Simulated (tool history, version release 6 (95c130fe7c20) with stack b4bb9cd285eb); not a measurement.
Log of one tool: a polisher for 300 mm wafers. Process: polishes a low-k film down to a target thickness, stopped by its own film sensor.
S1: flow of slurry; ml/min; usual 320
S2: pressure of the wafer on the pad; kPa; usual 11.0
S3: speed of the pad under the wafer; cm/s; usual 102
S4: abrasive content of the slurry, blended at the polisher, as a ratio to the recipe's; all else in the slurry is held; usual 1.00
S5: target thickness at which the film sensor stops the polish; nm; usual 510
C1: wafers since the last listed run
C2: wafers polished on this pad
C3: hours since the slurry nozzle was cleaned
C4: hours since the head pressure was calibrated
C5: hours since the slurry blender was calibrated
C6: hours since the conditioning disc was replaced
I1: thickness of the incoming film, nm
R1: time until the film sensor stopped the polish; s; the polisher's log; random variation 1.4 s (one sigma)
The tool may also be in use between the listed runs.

run	day	S1	S2	S3	S4	S5	C1	C2	C3	C4	C5	C6	I1	R1
1	0.000	320	11.0	102	1.00	510	0	6323	275.8	404.9	159.0	174.5	550.6	115.0
# day 0.708: worn pad replaced by a new one
2	3.833	320	11.0	102	1.00	510	921	786	367.8	496.9	251.0	266.5	554.7	128.3
3	5.383	320	11.0	102	1.00	510	389	1175	405.0	534.1	288.2	303.7	555.7	129.9
4	9.075	320	11.0	102	1.00	510	928	2103	493.6	622.7	376.8	392.3	552.2	122.8
5	13.467	320	11.0	102	0.90	510	1104	3208	599.0	728.1	482.2	497.7	554.0	141.7
# day 15.138: head pressure recalibrated
6	17.621	320	11.0	126	1.25	505	1023	4231	698.7	59.6	581.9	597.4	549.5	104.3
# day 19.329: slurry nozzle cleaned
# day 24.379: slurry blender recalibrated
# day 24.738: conditioning disc replaced and pad reconditioned
7	26.088	320	8.3	126	1.00	506	2076	6307	162.2	262.8	41.0	32.4	546.8	126.4
8	30.525	320	11.0	102	1.00	522	1115	7423	268.7	369.3	147.5	138.9	547.7	71.4
# day 31.800: worn pad replaced by a new one
9	34.921	395	11.0	102	0.90	522	1063	784	374.2	474.8	253.0	244.4	549.9	82.6
10	37.879	320	11.0	102	1.20	510	743	1528	445.2	545.8	324.0	315.4	552.2	116.4
11	39.983	320	8.3	72	1.00	517	529	2057	495.7	596.3	374.5	365.9	554.0	192.4
12	44.138	320	11.0	102	1.00	520	1044	3102	595.4	696.0	474.2	465.6	549.4	89.8
# day 45.471: slurry nozzle cleaned
# day 45.838: head pressure recalibrated
13	46.567	320	11.0	102	1.00	510	579	3681	26.3	17.5	532.5	523.9	542.0	98.3
# day 49.058: slurry blender recalibrated
14	50.317	320	11.0	102	1.00	510	921	4603	116.3	107.5	30.2	613.9	542.6	88.5
15	52.525	320	11.0	102	1.00	510	555	5158	169.3	160.5	83.2	666.9	558.5	132.3
16	55.171	320	11.0	102	1.00	510	665	5823	232.8	224.0	146.7	730.4	557.6	129.8
# day 56.754: worn pad replaced by a new one
# day 56.996: conditioning disc replaced and pad reconditioned
17	59.429	320	11.0	102	1.00	510	1007	652	335.0	326.2	248.9	58.4	551.3	116.3
18	61.246	320	11.0	68	1.20	506	456	1108	378.6	369.8	292.5	102.0	542.5	137.7
19	65.712	360	11.0	102	0.75	516	1123	2231	485.8	477.0	399.7	209.2	555.0	130.8
# day 76.038: slurry nozzle cleaned
20	76.562	320	13.1	132	1.15	521	2717	4949	12.6	737.4	660.1	469.6	552.0	63.6
# day 77.458: head pressure recalibrated
21	79.071	385	11.0	116	0.75	510	609	5559	72.8	38.7	720.3	529.8	560.7	168.1
22	80.604	320	11.0	102	1.00	510	385	5944	109.6	75.5	757.1	566.6	547.6	122.0
# day 82.192: slurry blender recalibrated
23	82.333	320	11.0	126	1.00	510	413	6358	151.1	117.0	3.4	608.1	549.6	91.3
# day 82.679: worn pad replaced by a new one
# day 83.050: conditioning disc replaced and pad reconditioned
24	83.904	320	9.7	130	1.15	516	332	287	188.8	154.7	41.1	20.5	550.0	84.8
25	85.983	320	8.3	102	1.00	500	522	809	238.7	204.6	91.0	70.4	542.1	152.3
26	87.625	405	11.0	102	1.00	510	412	1222	278.1	244.0	130.4	109.8	546.8	101.9

What the log doesn't show, run by run:
removal rate lost through wear of the pad, %: 0 at every run
slurry flow missing at the pad, %: 0 at every run
deviation of the head's pressure from its setpoint, %: 0 at every run
time polished since the conditioner stopped cutting, s: 0 at every run
H1: abrasive missing from the slurry, %
run	H1
1	8.22
2	12.6
3	14.4
4	18.7
5	23.8
6	28.6
7	5.34
8	10.5
9	15.5
10	19
11	21.4
12	26.2
13	29
14	2.86
15	5.41
16	8.47
17	13.4
18	15.5
19	20.6
20	33.2
21	36.1
22	37.8
23	2.98
24	4.8
25	7.2
26	9.09
